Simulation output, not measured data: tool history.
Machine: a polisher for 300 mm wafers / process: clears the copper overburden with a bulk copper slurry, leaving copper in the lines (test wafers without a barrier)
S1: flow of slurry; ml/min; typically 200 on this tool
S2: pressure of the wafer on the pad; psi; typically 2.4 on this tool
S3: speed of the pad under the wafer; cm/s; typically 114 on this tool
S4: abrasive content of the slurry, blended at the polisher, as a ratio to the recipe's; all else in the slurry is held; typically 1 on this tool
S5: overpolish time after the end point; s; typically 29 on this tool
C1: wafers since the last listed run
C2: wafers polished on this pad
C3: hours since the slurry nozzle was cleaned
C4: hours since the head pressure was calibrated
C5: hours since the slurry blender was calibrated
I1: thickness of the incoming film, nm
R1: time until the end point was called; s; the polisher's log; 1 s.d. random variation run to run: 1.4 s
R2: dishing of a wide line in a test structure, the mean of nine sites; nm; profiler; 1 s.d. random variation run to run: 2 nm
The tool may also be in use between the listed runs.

run     day   S1   S2   S3    S4  S5    C1    C2     C3     C4     C5     I1     R1     R2
  1       0  150  2.4  114     1  29     0  1209   30.6    312  161.5  706.2     88    101
  2   3.192  150  2.4  114     1  29   738  1947  107.2  388.6  238.1  710.3   91.2  102.6
  3   5.917  200  2.7  114     1  29   630  2578  172.6    454  303.5  706.4   77.5  115.4
  4   8.738  200  2.7  114     1  29   652  3230  240.3  521.7  371.2  707.1   75.2  110.2
      9.925  -- slurry blender recalibrated
     10.488  -- head pressure recalibrated
     12.846  -- worn pad replaced by a new one
  5  13.112  200  2.4  114     1  29   934    61  345.3     63   76.5  703.3   82.1    106
  6  14.708  200  2.2  114     1  29   369   430  383.6  101.3  114.8    701     89   99.5
  7  18.396  200  2.2  114     1  29   852  1283  472.1  189.8  203.3  711.2     96     97
     23.758  -- slurry blender recalibrated
     24.717  -- slurry nozzle cleaned
     26.796  -- worn pad replaced by a new one
  8  27.833  200  2.2  114     1  29  2115   239   74.8  416.3   97.8  702.6   90.3   99.8
  9  31.417  200  2.4  114     1  41   828  1068  160.8  502.3  183.8  700.3   80.4    122
     34.271  -- head pressure recalibrated
 10  34.612  200  2.4  114     1  29   719  1788  237.5    8.2  260.5  710.5   83.9  105.6
 11  38.329  200  2.4  114     1  29   859  2648  326.7   97.4  349.7  713.6   83.6    104
     39.817  -- slurry blender recalibrated
     41.817  -- worn pad replaced by a new one
 12  44.988  235  2.4  114     1  29  1482   733  486.5  257.2  124.1  714.1   82.2  108.4
 13  49.079  250  2.4  142     1  29   946  1679  584.7  355.4  222.3  716.6   67.8  112.8
 14    52.1  200  2.4  114     1  29   698  2378  657.2  427.9  294.8  702.2   82.1  107.3
     53.862  -- slurry blender recalibrated
     55.279  -- slurry nozzle cleaned
 15  55.488  200  2.4  138     1  29   754  3133      5  509.2     39  698.4   67.3  115.8
 16  58.796  200  2.4  114     1  29   765  3898   84.4  588.6  118.4    709   83.4  105.4
     59.675  -- worn pad replaced by a new one
     59.875  -- head pressure recalibrated
 17  61.542  235  2.4  114   0.8  39   577   412  150.3     40  184.3  707.8   84.3  120.5
 18  64.092  200  2.4  114     1  29   589  1002  211.5  101.2  245.5  717.7   86.1  101.6
 19  66.212  200  2.4  114     1  29   490  1492  262.4  152.1  296.4  704.3   86.3  105.1
 20  69.758  200  1.9  114   1.3  29   820  2312  347.5  237.2  381.5  707.2  101.6   90.4
     72.179  -- slurry blender recalibrated
 21  72.733  200  2.4  114  0.75  29   668  2981  418.9  308.6   13.3  710.7   84.7    109
     75.583  -- worn pad replaced by a new one
 22  76.792  200  2.4  114     1  23   900   279  516.3    406  110.7  711.2   83.7   91.5
 23  79.975  200  2.4  142     1  29   736  1016  592.7  482.4  187.1  718.7     71  115.6

Alternative continuations, all from the tool just after run 23; predict every row:
  A  79.996  200  1.7  114     1  29   4  1021  593.2  482.9  187.6  711.6   ?   ?
  B  79.996  200  2.4  132  1.15  29   4  1021  593.2  482.9  187.6  711.6   ?   ?
  C  79.996  200  2.4  114     1  40   4  1021  593.2  482.9  187.6  711.6   ?   ?
  D  79.996  265  2.4  114     1  29   4  1021  593.2  482.9  187.6  711.6   ?   ?
  E  79.996  200  2.1  114     1  29   4  1021  593.2  482.9  187.6  711.6   ?   ?

run     R1     R2
  A  118.2   82.7
  B   70.6  114.6
  C   83.8  121.2
  D   80.9  108.1
  E   95.7   96.7
Without the tool's hidden state the same runs would have given:
run     R1     R2
  A  110.9   85.5
  B   66.2  117.5
  C   78.6  123.8
  D   75.9  111.2
  E   89.8   99.8
